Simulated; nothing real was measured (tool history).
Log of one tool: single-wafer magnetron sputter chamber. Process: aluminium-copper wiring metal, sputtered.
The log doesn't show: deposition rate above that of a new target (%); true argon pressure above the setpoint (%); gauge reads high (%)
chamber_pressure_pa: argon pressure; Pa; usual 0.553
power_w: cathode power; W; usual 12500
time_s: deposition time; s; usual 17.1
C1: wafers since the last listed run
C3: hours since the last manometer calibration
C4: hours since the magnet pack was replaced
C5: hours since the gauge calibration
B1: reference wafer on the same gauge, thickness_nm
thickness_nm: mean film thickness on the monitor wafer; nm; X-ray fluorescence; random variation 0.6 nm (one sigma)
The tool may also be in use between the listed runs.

Run 1, hour 0.0: usual settings but power_w 14500 W, time_s 15.5 s; C1 0; wafers on the sputter target 1899; C3 1276.8; C4 8436.6; C5 124.9; B1 401.918. Result: thickness_nm 377.229 nm.
Run 2, hour 6.8: usual settings but power_w 14500 W, time_s 15.5 s; C1 187; wafers on the sputter target 2086; C3 1283.6; C4 8443.4; C5 131.7; B1 401.875. Result: thickness_nm 376.726 nm.
Run 3, hour 21.5: usual settings but power_w 14500 W, time_s 15.5 s; C1 404; wafers on the sputter target 2490; C3 1298.3; C4 8458.1; C5 146.4; B1 401.932. Result: thickness_nm 377.390 nm.
Run 4, hour 32.0: usual settings; C1 288; wafers on the sputter target 2779; C3 1308.8; C4 8468.6; C5 156.9; B1 401.909. Result: thickness_nm 356.991 nm.
Run 5, hour 42.7: usual settings; C1 294; wafers on the sputter target 3073; C3 1319.5; C4 8479.3; C5 167.6; B1 402.112. Result: thickness_nm 356.340 nm.
Run 6, hour 49.4: usual settings; C1 184; wafers on the sputter target 3257; C3 1326.2; C4 8486.0; C5 174.3; B1 401.733. Result: thickness_nm 356.794 nm.
Run 7, hour 60.3: usual settings but chamber_pressure_pa 0.686 Pa, power_w 11150 W; C1 299; wafers on the sputter target 3557; C3 1337.1; C4 8496.9; C5 185.2; B1 402.309. Result: thickness_nm 295.804 nm.
At hour 71.0: sputter target and shields replaced.
Run 8, hour 76.1: usual settings but chamber_pressure_pa 0.686 Pa, power_w 11150 W; C1 214; wafers on the sputter target 141; C3 1352.9; C4 8512.7; C5 201.0; B1 401.888. Result: thickness_nm 301.263 nm.
At hour 89.4: capacitance manometer re-zeroed and calibrated.
At hour 89.7: magnet pack replaced.
Run 9, hour 90.2: usual settings but chamber_pressure_pa 0.686 Pa, power_w 11150 W; C1 161; wafers on the sputter target 302; C3 0.8; C4 0.5; C5 215.1; B1 402.086. Result: thickness_nm 316.949 nm.
Run 10, hour 108.1: usual settings; C1 492; wafers on the sputter target 794; C3 18.7; C4 18.4; C5 233.0; B1 401.788. Result: thickness_nm 375.968 nm.
Run 11, hour 115.7: usual settings but chamber_pressure_pa 0.456 Pa, power_w 10050 W, time_s 20.1 s; C1 209; wafers on the sputter target 1003; C3 26.3; C4 26.0; C5 240.6; B1 402.159. Result: thickness_nm 372.986 nm.
Run 12, hour 123.8: usual settings but chamber_pressure_pa 0.478 Pa, time_s 14.1 s; C1 222; wafers on the sputter target 1226; C3 34.4; C4 34.1; C5 248.7; B1 402.118. Result: thickness_nm 321.854 nm.
Run 13, hour 131.4: usual settings but chamber_pressure_pa 0.655 Pa, time_s 14.2 s; C1 209; wafers on the sputter target 1435; C3 42.0; C4 41.7; C5 256.3; B1 402.047. Result: thickness_nm 296.860 nm.
Run 14, hour 140.5: usual settings but power_w 13650 W; C1 250; wafers on the sputter target 1685; C3 51.1; C4 50.8; C5 265.4; B1 402.111. Result: thickness_nm 408.903 nm.
At hour 159.5: gauge calibrated.
Run 15, hour 188.8: usual settings; C1 1328; wafers on the sputter target 3013; C3 99.4; C4 99.1; C5 29.3; B1 402.025. Result: thickness_nm 372.470 nm.
At hour 197.8: sputter target and shields replaced.
Run 16, hour 206.5: usual settings but chamber_pressure_pa 0.496 Pa, power_w 14650 W, time_s 18.8 s; C1 266; wafers on the sputter target 239; C3 117.1; C4 116.8; C5 47.0; B1 402.181. Result: thickness_nm 502.821 nm.
Run 17, hour 212.5: usual settings but time_s 14.1 s; C1 165; wafers on the sputter target 404; C3 123.1; C4 122.8; C5 53.0; B1 401.813. Result: thickness_nm 311.328 nm.
Run 18, hour 228.5: usual settings but power_w 13800 W, time_s 15.9 s; C1 440; wafers on the sputter target 844; C3 139.1; C4 138.8; C5 69.0; B1 401.995. Result: thickness_nm 386.808 nm.
Run 19, hour 239.1: usual settings; C1 291; wafers on the sputter target 1135; C3 149.7; C4 149.4; C5 79.6; B1 402.041. Result: thickness_nm 374.799 nm.
Run 20, hour 256.6: usual settings but chamber_pressure_pa 0.743 Pa; C1 481; wafers on the sputter target 1616; C3 167.2; C4 166.9; C5 97.1; B1 401.855. Result: thickness_nm 342.442 nm.

3 ways to go on from here, each from the tool as it stands after run 20. What would each give?
Run A, hour 257.0: usual settings; C1 11; wafers on the sputter target 1627; C3 167.6; C4 167.3; C5 97.5; B1 ?. Result: thickness_nm ?.
Run B, hour 257.0: usual settings but chamber_pressure_pa 0.678 Pa, time_s 18.8 s; C1 11; wafers on the sputter target 1627; C3 167.6; C4 167.3; C5 97.5; B1 ?. Result: thickness_nm ?.
Run C, hour 257.0: usual settings but chamber_pressure_pa 0.622 Pa, power_w 14750 W, time_s 15.0 s; C1 11; wafers on the sputter target 1627; C3 167.6; C4 167.3; C5 97.5; B1 ?. Result: thickness_nm ?.

run       B1  thickness_nm
  A  401.987       374.284
  B  401.987       387.665
  C  401.987       374.799
Without the tool's hidden state the same runs would have given:
run  thickness_nm
  A       379.596
  B       392.895
  C       379.972
